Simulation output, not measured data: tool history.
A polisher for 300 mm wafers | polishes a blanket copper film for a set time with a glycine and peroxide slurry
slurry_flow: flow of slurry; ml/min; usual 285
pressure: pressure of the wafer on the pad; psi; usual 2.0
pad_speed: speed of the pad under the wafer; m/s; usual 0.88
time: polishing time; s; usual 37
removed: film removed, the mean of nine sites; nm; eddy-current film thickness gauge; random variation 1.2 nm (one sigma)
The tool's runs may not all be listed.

| run | hour | slurry_flow | pressure | pad_speed | time | incoming thickness of the incoming film, nm | removed |
|---|---|---|---|---|---|---|---|
| 1 | 0.0 | 285 | 2.0 | 0.88 | 37 | 1729.2 | 156.8 |
| 2 | 53.8 | 260 | 2.0 | 0.88 | 41 | 1737.5 | 174.1 |
| 3 | 115.1 | 260 | 2.0 | 0.88 | 41 | 1718.9 | 176.5 |
| 4 | 177.6 | 285 | 2.0 | 0.88 | 37 | 1764.0 | 159.1 |
|  | 190.0 | head pressure recalibrated |
| 5 | 243.0 | 285 | 2.0 | 0.88 | 37 | 1725.9 | 150.4 |
|  | 245.4 | slurry nozzle cleaned |
| 6 | 271.2 | 285 | 2.0 | 0.78 | 41 | 1747.4 | 149.2 |
| 7 | 336.0 | 285 | 2.0 | 0.78 | 41 | 1731.7 | 153.3 |
| 8 | 401.8 | 285 | 2.0 | 0.88 | 37 | 1721.3 | 152.1 |
|  | 411.4 | worn pad replaced by a new one |
| 9 | 542.4 | 285 | 2.0 | 0.88 | 37 | 1699.5 | 154.8 |
| 10 | 603.3 | 285 | 2.0 | 0.88 | 37 | 1730.7 | 155.4 |
| 11 | 652.9 | 285 | 2.0 | 1.00 | 37 | 1734.9 | 174.8 |
| 12 | 738.1 | 285 | 2.0 | 1.00 | 37 | 1711.0 | 174.9 |
| 13 | 781.1 | 285 | 1.7 | 0.88 | 37 | 1723.9 | 145.8 |
|  | 810.6 | head pressure recalibrated |
| 14 | 820.9 | 285 | 1.7 | 0.88 | 37 | 1738.6 | 132.6 |
|  | 871.0 | worn pad replaced by a new one |
| 15 | 940.5 | 285 | 1.7 | 0.88 | 37 | 1721.4 | 135.3 |
| 16 | 1006.1 | 285 | 2.6 | 0.88 | 37 | 1718.6 | 181.8 |
| 17 | 1064.2 | 285 | 2.6 | 0.88 | 37 | 1759.3 | 182.7 |
|  | 1095.6 | slurry nozzle cleaned |
| 18 | 1256.0 | 285 | 2.6 | 0.88 | 37 | 1728.8 | 189.6 |
| 19 | 1292.5 | 285 | 2.4 | 0.88 | 33 | 1748.3 | 159.9 |
|  | 1323.5 | head pressure recalibrated |
| 20 | 1324.0 | 285 | 2.0 | 0.88 | 37 | 1727.0 | 146.8 |
| 21 | 1368.1 | 285 | 2.4 | 0.88 | 37 | 1715.1 | 168.6 |
|  | 1377.4 | worn pad replaced by a new one |
| 22 | 1436.6 | 285 | 2.6 | 0.98 | 37 | 1740.4 | 193.5 |
| 23 | 1494.5 | 320 | 2.3 | 0.88 | 41 | 1730.0 | 187.0 |
| 24 | 1691.0 | 190 | 2.3 | 1.16 | 47 | 1741.1 | 259.8 |
| 25 | 1717.4 | 250 | 1.6 | 0.74 | 41 | 1752.6 | 130.2 |
| 26 | 1749.5 | 235 | 2.0 | 0.68 | 30 | 1770.9 | 105.7 |
| 27 | 1810.2 | 285 | 2.0 | 0.88 | 37 | 1725.0 | 156.5 |
|  | 1866.4 | head pressure recalibrated |
| 28 | 1870.8 | 195 | 2.0 | 0.60 | 37 | 1703.7 | 107.2 |
|  | 1906.4 | worn pad replaced by a new one |
| 29 | 1906.9 | 285 | 2.0 | 0.88 | 45 | 1743.9 | 177.5 |
| 30 | 1964.7 | 315 | 2.0 | 0.64 | 37 | 1725.3 | 120.5 |
|  | 1969.7 | slurry nozzle cleaned |
| 31 | 2028.3 | 285 | 2.4 | 0.64 | 44 | 1734.4 | 159.8 |
| 32 | 2081.3 | 285 | 2.0 | 0.58 | 37 | 1733.9 | 115.5 |
| 33 | 2120.7 | 285 | 2.0 | 0.88 | 37 | 1745.5 | 149.8 |
| 34 | 2188.8 | 360 | 2.0 | 0.88 | 37 | 1726.0 | 154.5 |
| 35 | 2220.5 | 325 | 2.0 | 0.88 | 25 | 1710.8 | 104.0 |
| 36 | 2276.4 | 285 | 2.0 | 0.88 | 37 | 1706.6 | 154.8 |
| 37 | 2342.3 | 285 | 2.0 | 0.88 | 37 | 1746.1 | 154.7 |

3 ways to go on from here, each from the tool as it stands after run 37. What would each give?
| A | 2342.7 | 285 | 2.0 | 0.88 | 37 | 1732.8 | ? |
| B | 2342.7 | 285 | 2.0 | 0.88 | 46 | 1732.8 | ? |
| C | 2342.7 | 195 | 2.0 | 0.88 | 37 | 1732.8 | ? |

| run | removed |
|---|---|
| A | 155.5 |
| B | 193.3 |
| C | 148.8 |
Without the tool's hidden state the same runs would have given:
| run | removed |
|---|---|
| A | 147.1 |
| B | 182.9 |
| C | 140.8 |

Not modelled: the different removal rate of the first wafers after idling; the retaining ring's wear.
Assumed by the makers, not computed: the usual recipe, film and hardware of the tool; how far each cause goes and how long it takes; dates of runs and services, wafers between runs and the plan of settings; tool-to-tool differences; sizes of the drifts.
